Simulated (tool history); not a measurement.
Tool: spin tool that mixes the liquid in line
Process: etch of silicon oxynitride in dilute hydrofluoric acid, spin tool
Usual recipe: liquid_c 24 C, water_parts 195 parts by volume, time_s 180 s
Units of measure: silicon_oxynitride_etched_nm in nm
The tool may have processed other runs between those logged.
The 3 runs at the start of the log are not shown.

| run | day | liquid_c | water_parts | time_s | wafers since the last listed run | hours since the thermometer was replaced | hours since the hydrofluoric acid flow meter was replaced | hours since the gauge calibration | read-back film thickness of the silicon oxynitride reference wafer, read on the same gauge (nm) | silicon_oxynitride_etched_nm |
|---|---|---|---|---|---|---|---|---|---|---|
| 4 | 3.142 | 24 | 195 | 180 | 258 | 905.8 | 1463.6 | 456.7 | 70.015 | 1.786 |
| 5 | 4.275 | 24 | 195 | 180 | 202 | 933 | 1490.8 | 483.9 | 69.973 | 1.748 |
|  | 5.129 | thermometer replaced |
| 6 | 5.3 | 24 | 195 | 180 | 175 | 4.1 | 1515.4 | 508.5 | 70.004 | 1.837 |
| 7 | 6.071 | 24 | 195 | 180 | 137 | 22.6 | 1533.9 | 527 | 69.997 | 1.866 |
| 8 | 7.271 | 24 | 195 | 180 | 214 | 51.4 | 1562.7 | 555.8 | 70.001 | 1.835 |
| 9 | 8.079 | 24 | 195 | 110 | 144 | 70.8 | 1582.1 | 575.2 | 70.013 | 1.145 |
| 10 | 8.838 | 24 | 195 | 110 | 135 | 89 | 1600.3 | 593.4 | 70.017 | 1.135 |
| 11 | 9.738 | 22 | 195 | 180 | 160 | 110.6 | 1621.9 | 615 | 70.027 | 1.732 |
| 12 | 10.246 | 24 | 195 | 180 | 90 | 122.8 | 1634.1 | 627.2 | 70.017 | 1.867 |
| 13 | 11.112 | 19.5 | 260 | 95 | 154 | 143.6 | 1654.9 | 648 | 70.021 | 0.568 |
| 14 | 11.883 | 24 | 220 | 210 | 137 | 162.1 | 1673.4 | 666.5 | 69.974 | 1.842 |
| 15 | 12.538 | 24 | 195 | 180 | 116 | 177.8 | 1689.1 | 682.2 | 69.989 | 1.912 |
| 16 | 13.904 | 24 | 195 | 180 | 243 | 210.6 | 1721.9 | 715 | 70 | 1.831 |
| 17 | 14.604 | 27.5 | 195 | 180 | 124 | 227.4 | 1738.7 | 731.8 | 69.981 | 2.181 |
|  | 14.725 | thermometer replaced, repeated, since the last time left the tool worse |
|  | 14.725 | gauge calibrated |
| 18 | 15.658 | 20.5 | 100 | 270 | 180 | 22.4 | 1764 | 22.4 | 69.99 | 4.317 |
| 19 | 17.004 | 22.5 | 270 | 215 | 240 | 54.7 | 1796.3 | 54.7 | 70.041 | 1.26 |
| 20 | 17.546 | 24 | 195 | 145 | 96 | 67.7 | 1809.3 | 67.7 | 69.993 | 1.335 |
| 21 | 18.133 | 24 | 195 | 180 | 104 | 81.8 | 1823.4 | 81.8 | 69.985 | 1.658 |
| 22 | 18.7 | 24 | 195 | 180 | 101 | 95.4 | 1837 | 95.4 | 70.042 | 1.643 |
| 23 | 19.233 | 26.5 | 195 | 180 | 95 | 108.2 | 1849.8 | 108.2 | 69.977 | 1.827 |
|  | 19.712 | hydrofluoric acid flow meter replaced |
| 24 | 20.25 | 28.5 | 195 | 120 | 173 | 132.6 | 12.9 | 132.6 | 70.005 | 1.345 |

For run 25, what comes out?
| 25 | 21.054 | 28 | 285 | 240 | 143 | 151.9 | 32.2 | 151.9 | ? | ? |

{"run 25": {"read-back film thickness of the silicon oxynitride reference wafer, read on the same gauge (nm)": 69.993, "silicon_oxynitride_etched_nm": 1.673}}
If the tool had no hidden condition, the same run with the same run-to-run variation would have returned silicon_oxynitride_etched_nm 1.642 nm.
